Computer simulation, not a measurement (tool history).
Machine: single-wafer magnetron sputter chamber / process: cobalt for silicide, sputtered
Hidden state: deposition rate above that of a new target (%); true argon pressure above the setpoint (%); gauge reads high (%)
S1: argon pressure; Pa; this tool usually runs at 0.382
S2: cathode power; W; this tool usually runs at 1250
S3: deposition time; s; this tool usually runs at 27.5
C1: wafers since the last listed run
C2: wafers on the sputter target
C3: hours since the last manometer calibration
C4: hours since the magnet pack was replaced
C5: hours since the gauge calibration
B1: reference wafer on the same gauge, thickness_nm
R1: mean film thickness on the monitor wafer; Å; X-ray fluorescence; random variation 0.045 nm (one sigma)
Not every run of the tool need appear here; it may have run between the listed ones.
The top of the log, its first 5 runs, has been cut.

run 6 hour=63.9 | S1=0.382 S2=1250 S3=27.5 | C1=460 C2=2889 C3=2889.6 C4=8514.6 C5=309.3 | B1=13.391 | R1=166.84
run 7 hour=80.9 | S1=0.382 S2=1000 S3=27.5 | C1=507 C2=3397 C3=2906.6 C4=8531.6 C5=326.3 | B1=13.397 | R1=137.34
run 8 hour=98.9 | S1=0.477 S2=1250 S3=31.4 | C1=537 C2=3934 C3=2924.6 C4=8549.6 C5=344.3 | B1=13.394 | R1=185.48
run 9 hour=105.0 | S1=0.477 S2=1250 S3=31.4 | C1=182 C2=4117 C3=2930.7 C4=8555.7 C5=350.4 | B1=13.402 | R1=185.08
run 10 hour=111.9 | S1=0.292 S2=1250 S3=27.5 | C1=206 C2=4323 C3=2937.6 C4=8562.6 C5=357.3 | B1=13.401 | R1=170.10
run 11 hour=118.5 | S1=0.382 S2=1200 S3=27.5 | C1=197 C2=4520 C3=2944.2 C4=8569.2 C5=363.9 | B1=13.405 | R1=161.07
run 12 hour=126.9 | S1=0.382 S2=1200 S3=27.5 | C1=250 C2=4771 C3=2952.6 C4=8577.6 C5=372.3 | B1=13.391 | R1=160.31
-- hour=142.9 sputter target and shields replaced
run 13 hour=143.4 | S1=0.382 S2=1200 S3=27.5 | C1=253 C2=13 C3=2969.1 C4=8594.1 C5=388.8 | B1=13.398 | R1=160.31
run 14 hour=146.5 | S1=0.382 S2=1250 S3=27.5 | C1=92 C2=106 C3=2972.2 C4=8597.2 C5=391.9 | B1=13.406 | R1=166.14
run 15 hour=160.3 | S1=0.382 S2=1250 S3=27.5 | C1=412 C2=518 C3=2986.0 C4=8611.0 C5=405.7 | B1=13.405 | R1=166.52
run 16 hour=167.6 | S1=0.382 S2=1450 S3=24.5 | C1=218 C2=736 C3=2993.3 C4=8618.3 C5=413.0 | B1=13.404 | R1=167.86
run 17 hour=177.2 | S1=0.325 S2=1350 S3=29.7 | C1=286 C2=1023 C3=3002.9 C4=8627.9 C5=422.6 | B1=13.395 | R1=195.27
run 18 hour=230.4 | S1=0.382 S2=1400 S3=27.5 | C1=1589 C2=2612 C3=3056.1 C4=8681.1 C5=475.8 | B1=13.397 | R1=183.73
-- hour=248.3 magnet pack replaced
run 19 hour=248.8 | S1=0.466 S2=1500 S3=23.0 | C1=310 C2=2923 C3=3074.5 C4=0.5 C5=494.2 | B1=13.407 | R1=159.05
run 20 hour=287.0 | S1=0.271 S2=1250 S3=25.5 | C1=1141 C2=4064 C3=3112.7 C4=38.7 C5=532.4 | B1=13.397 | R1=159.32
-- hour=308.4 sputter target and shields replaced
run 21 hour=308.9 | S1=0.382 S2=1250 S3=29.0 | C1=415 C2=14 C3=3134.6 C4=60.6 C5=554.3 | B1=13.402 | R1=175.47
run 22 hour=311.0 | S1=0.382 S2=1250 S3=27.5 | C1=62 C2=77 C3=3136.7 C4=62.7 C5=556.4 | B1=13.408 | R1=165.62
-- hour=311.2 gauge calibrated
run 23 hour=320.8 | S1=0.258 S2=1250 S3=24.3 | C1=292 C2=370 C3=3146.5 C4=72.5 C5=9.6 | B1=13.407 | R1=151.70
-- hour=338.0 capacitance manometer re-zeroed and calibrated
run 24 hour=338.5 | S1=0.382 S2=1250 S3=27.5 | C1=289 C2=660 C3=0.5 C4=90.2 C5=27.3 | B1=13.405 | R1=166.26
run 25 hour=338.9 | S1=0.325 S2=1050 S3=31.2 | C1=11 C2=672 C3=0.9 C4=90.6 C5=27.7 | B1=13.391 | R1=164.31
run 26 hour=350.8 | S1=0.518 S2=1400 S3=29.4 | C1=355 C2=1027 C3=12.8 C4=102.5 C5=39.6 | B1=13.401 | R1=188.53
run 27 hour=357.5 | S1=0.477 S2=1250 S3=31.4 | C1=200 C2=1227 C3=19.5 C4=109.2 C5=46.3 | B1=13.403 | R1=185.28
run 28 hour=370.5 | S1=0.326 S2=1350 S3=25.6 | C1=388 C2=1616 C3=32.5 C4=122.2 C5=59.3 | B1=13.403 | R1=167.55
run 29 hour=379.6 | S1=0.325 S2=1350 S3=29.7 | C1=271 C2=1887 C3=41.6 C4=131.3 C5=68.4 | B1=13.390 | R1=194.07
run 30 hour=423.6 | S1=0.382 S2=1550 S3=30.2 | C1=1314 C2=3202 C3=85.6 C4=175.3 C5=112.4 | B1=13.395 | R1=220.43

Here are 5 independent what-if runs from the current tool condition. What would each one return?
run A hour=424.0 | S1=0.382 S2=1250 S3=31.2 | C1=11 C2=3214 C3=86.0 C4=175.7 C5=112.8 | B1=? | R1=?
run B hour=424.0 | S1=0.438 S2=1150 S3=27.5 | C1=11 C2=3214 C3=86.0 C4=175.7 C5=112.8 | B1=? | R1=?
run C hour=424.0 | S1=0.251 S2=1100 S3=31.4 | C1=11 C2=3214 C3=86.0 C4=175.7 C5=112.8 | B1=? | R1=?
run D hour=424.0 | S1=0.291 S2=1400 S3=32.1 | C1=11 C2=3214 C3=86.0 C4=175.7 C5=112.8 | B1=? | R1=?
run E hour=424.0 | S1=0.235 S2=1250 S3=27.5 | C1=11 C2=3214 C3=86.0 C4=175.7 C5=112.8 | B1=? | R1=?

run=A B1=13.408 R1=187.55
run=B B1=13.408 R1=151.69
run=C B1=13.408 R1=175.22
run=D B1=13.408 R1=218.05
run=E B1=13.408 R1=171.85
Take away the tool's hidden state, keep each run's random variation, and the runs would have read:
run=A R1=187.55
run=B R1=151.69
run=C R1=175.22
run=D R1=218.05
run=E R1=171.85
